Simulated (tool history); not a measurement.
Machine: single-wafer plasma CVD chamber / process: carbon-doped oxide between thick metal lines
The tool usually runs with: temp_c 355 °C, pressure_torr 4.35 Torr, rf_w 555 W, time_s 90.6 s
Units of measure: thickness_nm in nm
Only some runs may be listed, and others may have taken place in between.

run	hour	temp_c	pressure_torr	rf_w	time_s	read-back reference wafer on the same gauge, thickness_nm	thickness_nm
1	0.0	355	4.10	555	90.6	414.966	477.368
2	51.3	355	4.10	555	90.6	415.027	477.280
3	63.2	355	4.10	555	90.6	414.978	478.602
4	74.1	359	4.35	555	90.6	415.136	480.054
5	82.0	359	4.96	555	90.6	415.117	489.557
6	98.6	355	4.35	555	90.6	414.941	482.278
7	105.2	355	4.35	605	90.6	414.971	509.964
8	113.7	355	4.35	605	90.6	415.087	509.908
# hour 141.7: RF generator calibrated
9	158.1	355	4.35	605	90.6	414.991	530.232
10	165.0	355	4.35	555	90.6	415.062	504.879
# hour 173.3: thermocouple changed; heater temperature recalibrated
11	173.8	355	4.35	555	90.6	415.015	503.946
12	183.1	355	4.35	555	90.6	415.291	502.556
13	196.4	355	4.35	555	90.6	414.916	501.975
# hour 210.1: capacitance manometer re-zeroed and calibrated
14	213.1	348	4.35	495	90.6	415.096	474.965
15	224.6	355	4.10	555	90.6	414.973	497.826
# hour 233.9: gauge calibrated
16	241.7	355	4.35	555	90.6	414.787	501.440
17	255.1	355	4.35	500	95.3	415.291	491.871
# hour 270.1: showerhead replaced
18	270.6	355	4.98	555	74.5	415.027	422.894
19	281.2	341	4.35	475	90.6	415.153	466.524
20	288.6	355	4.35	555	90.6	414.988	499.598
21	301.5	355	4.67	555	90.6	415.023	505.875
22	308.4	355	4.35	555	90.6	415.143	497.588
23	320.3	355	4.63	555	90.6	415.043	503.902
24	328.2	355	4.35	555	90.6	414.905	497.491
25	341.0	364	4.35	475	90.6	414.995	442.943
26	358.4	362	3.65	655	90.6	415.070	527.686

What was the tool's hidden state at every run in the log?
wafer temperature above the value expected at the setpoint (K): 0, the same for each run
true pressure above the setpoint (%): 0, the same for each run
gauge reads high (%): 0, the same for each run
H1: delivered RF power above the setpoint (%)
run	H1
1	-8.34
2	-8.39
3	-8.4
4	-8.41
5	-8.42
6	-8.44
7	-8.44
8	-8.45
9	-1.88
10	-1.96
11	-2.05
12	-2.16
13	-2.3
14	-2.48
15	-2.6
16	-2.78
17	-2.92
18	-3.07
19	-3.17
20	-3.24
21	-3.36
22	-3.43
23	-3.54
24	-3.61
25	-3.73
26	-3.88

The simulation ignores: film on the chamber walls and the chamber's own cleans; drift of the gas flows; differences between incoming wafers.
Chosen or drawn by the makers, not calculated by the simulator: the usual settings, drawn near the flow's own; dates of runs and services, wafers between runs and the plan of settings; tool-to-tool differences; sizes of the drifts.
